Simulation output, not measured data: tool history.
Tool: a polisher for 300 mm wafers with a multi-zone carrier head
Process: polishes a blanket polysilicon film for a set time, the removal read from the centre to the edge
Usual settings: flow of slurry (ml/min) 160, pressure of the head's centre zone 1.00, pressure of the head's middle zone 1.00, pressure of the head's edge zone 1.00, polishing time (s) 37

run,hour,flow of slurry (ml/min),pressure of the head's centre zone,pressure of the head's middle zone,pressure of the head's edge zone,polishing time (s),"incoming thickness of the incoming film, nm",film removed at the wafer's centre (Å),film removed at mid-radius (Å),film removed at the wafer's edge (Å)
1,0.0,160,1.00,1.00,1.04,37,932.3,2578,2768,2926
2,50.9,160,1.00,1.00,1.00,37,937.7,2575,2779,2832
3,136.0,160,1.00,1.00,1.00,37,951.4,2394,2648,2788
# hour 149.0: worn pad replaced by a new one
# hour 150.4: edge zone pressure recalibrated
# hour 204.1: centre zone pressure recalibrated
# hour 230.4: carrier head's membrane replaced by a new one
4,331.1,160,1.00,1.00,1.00,37,947.1,2404,2519,2674
5,438.1,160,1.00,1.00,1.00,37,936.2,2353,2493,2681
# hour 528.6: edge zone pressure recalibrated
6,544.5,160,1.00,1.07,1.00,28,944.3,1709,1945,1999
# hour 566.0: worn pad replaced by a new one
7,632.3,160,1.00,1.00,1.03,37,954.3,2230,2441,2684
# hour 683.7: slurry nozzle cleaned
# hour 867.5: carrier head's membrane replaced by a new one
8,868.0,160,1.00,1.00,1.03,37,952.9,2457,2737,2872
# hour 880.0: edge zone pressure recalibrated
9,910.7,160,1.00,1.00,0.92,37,962.9,2433,2719,2695
# hour 937.9: worn pad replaced by a new one
10,999.2,160,1.00,1.00,0.92,37,967.9,2338,2639,2649
11,1058.7,160,0.90,1.00,1.00,37,948.9,2116,2623,2748
12,1099.5,105,1.00,1.00,1.00,49,942.9,2324,2798,3184
# hour 1146.0: centre zone pressure recalibrated
13,1221.3,160,1.00,0.93,1.00,40,948.7,2630,2580,2907
# hour 1255.0: edge zone pressure recalibrated
# hour 1263.4: worn pad replaced by a new one
# hour 1266.9: slurry nozzle cleaned
14,1280.8,160,1.00,1.08,1.00,37,964.4,2802,3068,2946
15,1377.9,110,1.00,1.00,1.00,49,948.6,3073,3325,3545
16,1443.8,180,1.08,0.89,1.00,37,961.7,2881,2556,2885
# hour 1495.4: carrier head's membrane replaced by a new one
17,1533.0,160,1.11,1.08,1.00,37,939.0,2748,2851,2782
18,1598.9,160,1.00,1.00,1.00,37,946.5,2434,2618,2780
# hour 1619.5: worn pad replaced by a new one
# hour 1652.6: edge zone pressure recalibrated
19,1656.5,195,1.00,1.00,1.00,37,932.7,2506,2770,2856
20,1695.5,160,1.00,1.00,1.00,37,966.5,2381,2567,2730
21,1740.9,160,1.00,1.00,1.00,37,942.8,2329,2541,2700
22,1798.7,160,1.00,1.00,1.10,37,953.2,2282,2544,2810

The tool's hidden state at each run:
removal rate lost through wear of the pad, %: 0 in every run
deviation of the edge zone's pressure from its setpoint, %: 0 in every run
H1: slurry flow missing at the pad, %
H2: deviation of the centre zone's pressure from its setpoint, %
run,H1,H2
1,20.1,-7.4
2,26,-8.03
3,33.3,-9.08
4,42.6,-2.59
5,45.2,-3.91
6,46.8,-5.22
7,47.7,-6.3
8,28.2,-9.21
9,31.4,-9.74
10,36.4,-10.8
11,38.9,-11.6
12,40.2,-12.1
13,43,-2.22
14,6.05,-2.96
15,19.8,-4.15
16,26.2,-4.97
17,32.5,-6.07
18,35.8,-6.88
19,38,-7.59
20,39.2,-8.07
21,40.4,-8.63
22,41.5,-9.34
